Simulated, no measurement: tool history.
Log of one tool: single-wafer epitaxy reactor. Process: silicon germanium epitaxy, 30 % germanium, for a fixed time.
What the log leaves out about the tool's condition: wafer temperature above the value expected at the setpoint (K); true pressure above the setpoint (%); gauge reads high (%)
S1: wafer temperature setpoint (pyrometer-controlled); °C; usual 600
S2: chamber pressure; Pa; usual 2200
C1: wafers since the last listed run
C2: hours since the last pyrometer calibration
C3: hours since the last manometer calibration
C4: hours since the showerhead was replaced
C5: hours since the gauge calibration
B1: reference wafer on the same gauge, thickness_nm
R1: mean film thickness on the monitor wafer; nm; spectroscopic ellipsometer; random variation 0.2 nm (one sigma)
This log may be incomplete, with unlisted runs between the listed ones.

| run | hour | S1 | S2 | C1 | C2 | C3 | C4 | C5 | B1 | R1 |
|---|---|---|---|---|---|---|---|---|---|---|
| 1 | 0 | 600 | 1813 | 0 | 1643.6 | 2751.7 | 4476.9 | 310.6 | 46.479 | 52.996 |
| 2 | 7.9 | 600 | 1813 | 100 | 1651.5 | 2759.6 | 4484.8 | 318.5 | 46.496 | 52.987 |
| 3 | 16.7 | 591 | 2333 | 112 | 1660.3 | 2768.4 | 4493.6 | 327.3 | 46.482 | 46.748 |
| 4 | 23.2 | 591 | 2333 | 82 | 1666.8 | 2774.9 | 4500.1 | 333.8 | 46.486 | 46.861 |
| 5 | 37.8 | 595 | 1933 | 186 | 1681.4 | 2789.5 | 4514.7 | 348.4 | 46.519 | 48.766 |
| 6 | 53.6 | 612 | 2560 | 201 | 1697.2 | 2805.3 | 4530.5 | 364.2 | 46.504 | 71.183 |
| 7 | 70.6 | 612 | 2560 | 216 | 1714.2 | 2822.3 | 4547.5 | 381.2 | 46.506 | 71.029 |
| 8 | 83.1 | 612 | 1867 | 159 | 1726.7 | 2834.8 | 4560 | 393.7 | 46.547 | 66.737 |
| 9 | 89.8 | 612 | 1867 | 85 | 1733.4 | 2841.5 | 4566.7 | 400.4 | 46.496 | 67.053 |
| 10 | 105.1 | 612 | 1867 | 195 | 1748.7 | 2856.8 | 4582 | 415.7 | 46.511 | 66.657 |
| 11 | 116.9 | 600 | 2400 | 150 | 1760.5 | 2868.6 | 4593.8 | 427.5 | 46.501 | 56.885 |
| 12 | 127 | 600 | 2200 | 128 | 1770.6 | 2878.7 | 4603.9 | 437.6 | 46.475 | 55.726 |
| 13 | 133.7 | 600 | 2200 | 85 | 1777.3 | 2885.4 | 4610.6 | 444.3 | 46.493 | 55.598 |
| 14 | 146.6 | 600 | 2200 | 164 | 1790.2 | 2898.3 | 4623.5 | 457.2 | 46.493 | 55.442 |
| 15 | 161.2 | 600 | 2200 | 186 | 1804.8 | 2912.9 | 4638.1 | 471.8 | 46.496 | 55.731 |
|  | 178.7 | showerhead replaced |
| 16 | 179.2 | 600 | 2200 | 127 | 1822.8 | 2930.9 | 0.5 | 489.8 | 46.507 | 56.299 |
| 17 | 179.5 | 600 | 2200 | 3 | 1823.1 | 2931.2 | 0.8 | 490.1 | 46.45 | 55.746 |
| 18 | 185.5 | 590 | 2626 | 76 | 1829.1 | 2937.2 | 6.8 | 496.1 | 46.492 | 48.234 |
| 19 | 192.6 | 600 | 2200 | 90 | 1836.2 | 2944.3 | 13.9 | 503.2 | 46.487 | 56.102 |
| 20 | 210 | 600 | 2200 | 221 | 1853.6 | 2961.7 | 31.3 | 520.6 | 46.503 | 55.987 |
|  | 227.7 | capacitance manometer re-zeroed and calibrated |
| 21 | 228.2 | 600 | 2200 | 130 | 1871.8 | 0.5 | 49.5 | 538.8 | 46.461 | 56.003 |
| 22 | 261.4 | 594 | 2386 | 423 | 1905 | 33.7 | 82.7 | 572 | 46.502 | 51.103 |
| 23 | 269.4 | 613 | 2200 | 101 | 1913 | 41.7 | 90.7 | 580 | 46.505 | 71.917 |
| 24 | 284.6 | 607 | 2693 | 193 | 1928.2 | 56.9 | 105.9 | 595.2 | 46.522 | 66.836 |
|  | 289.8 | gauge calibrated |
| 25 | 297.2 | 600 | 2200 | 160 | 1940.8 | 69.5 | 118.5 | 7.4 | 46.49 | 56.336 |
|  | 312.1 | pyrometer calibrated |
| 26 | 312.6 | 587 | 2680 | 94 | 0.5 | 84.9 | 133.9 | 22.8 | 46.509 | 41.486 |
| 27 | 328.6 | 610 | 2600 | 203 | 16.5 | 100.9 | 149.9 | 38.8 | 46.487 | 63.796 |
| 28 | 345.8 | 608 | 1867 | 219 | 33.7 | 118.1 | 167.1 | 56 | 46.499 | 57.405 |
| 29 | 352.8 | 588 | 1853 | 89 | 40.7 | 125.1 | 174.1 | 63 | 46.53 | 39.304 |
| 30 | 366.3 | 593 | 2040 | 172 | 54.2 | 138.6 | 187.6 | 76.5 | 46.531 | 44.1 |
| 31 | 381.4 | 605 | 1933 | 192 | 69.3 | 153.7 | 202.7 | 91.6 | 46.47 | 54.759 |
| 32 | 398.2 | 590 | 2453 | 214 | 86.1 | 170.5 | 219.5 | 108.4 | 46.488 | 43.139 |
| 33 | 408.5 | 600 | 2200 | 131 | 96.4 | 180.8 | 229.8 | 118.7 | 46.502 | 51.03 |
| 34 | 424.7 | 600 | 2200 | 206 | 112.6 | 197 | 246 | 134.9 | 46.489 | 50.827 |
| 35 | 435.2 | 608 | 1707 | 133 | 123.1 | 207.5 | 256.5 | 145.4 | 46.476 | 56.506 |
| 36 | 452.1 | 612 | 1840 | 215 | 140 | 224.4 | 273.4 | 162.3 | 46.515 | 61.303 |

Below, some changes in R1 between adjacent runs. For each, the amount present without the hidden state too (settings, incoming material, random variation) and the amount remaining for the hidden state with gauge scatter not shared by both compared results:
Run 5 -> 6: S1 595 -> 612, S2 1933 -> 2560. R1 +22.417 nm: hidden state +1.664, all else +20.753.
Run 22 -> 23: S1 594 -> 613, S2 2386 -> 2200. R1 +20.814 nm: hidden state +1.877, all else +18.937.
Run 25 -> 26: S1 600 -> 587, S2 2200 -> 2680, pyrometer calibrated. R1 -14.85 nm: hidden state -5.684, all else -9.166.
Run 26 -> 27: S1 587 -> 610, S2 2680 -> 2600. R1 +22.31 nm: hidden state +0.086, all else +22.224.

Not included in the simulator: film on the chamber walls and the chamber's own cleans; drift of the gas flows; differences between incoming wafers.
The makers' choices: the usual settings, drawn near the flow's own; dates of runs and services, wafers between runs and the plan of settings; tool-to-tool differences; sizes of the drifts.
